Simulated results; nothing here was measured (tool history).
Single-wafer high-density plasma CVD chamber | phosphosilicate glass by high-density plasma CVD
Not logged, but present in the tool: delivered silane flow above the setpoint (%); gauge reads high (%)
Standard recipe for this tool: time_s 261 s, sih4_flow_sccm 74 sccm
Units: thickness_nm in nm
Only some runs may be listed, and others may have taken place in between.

run   hour  time_s  sih4_flow_sccm  wafers since the last listed run  hours since the silane flow controller was replaced  hours since the gauge calibration  read-back reference wafer on the same gauge, thickness_nm  thickness_nm
  1      0     261              74                                 0                                               1678.5                                263                                                   2384.739      1996.908
  2   93.5     261              74                               793                                                 1772                              356.5                                                   2381.896      1967.697
  3  156.6     261              74                               535                                               1835.1                              419.6                                                   2376.809      2012.076
  4  198.8     261              74                               358                                               1877.3                              461.8                                                    2383.13      1991.322
  5  247.1     261              74                               410                                               1925.6                              510.1                                                   2380.665      1956.983
  6  316.3     293              74                               587                                               1994.8                              579.3                                                   2377.455      2216.525
  7    422     293              74                               897                                               2100.5                                685                                                   2378.251      2208.028
     644.9  -- silane flow controller replaced
  8  658.5     261              74                              1939                                                 13.6                              921.5                                                   2383.371       1989.84
  9  721.8     261              74                               537                                                 76.9                              984.8                                                   2382.134       1993.92
 10  815.5     261              74                               795                                                170.6                             1078.5                                                   2382.668      2001.409

Forecast run 11:
 11  911.9     302              69                               818                                                  267                             1174.9                                                          ?             ?

read-back reference wafer on the same gauge, thickness_nm: 2380.287
thickness_nm: 2158.107 nm
Had the tool carried no hidden state, the very same run would have given thickness_nm 2158.107 nm.

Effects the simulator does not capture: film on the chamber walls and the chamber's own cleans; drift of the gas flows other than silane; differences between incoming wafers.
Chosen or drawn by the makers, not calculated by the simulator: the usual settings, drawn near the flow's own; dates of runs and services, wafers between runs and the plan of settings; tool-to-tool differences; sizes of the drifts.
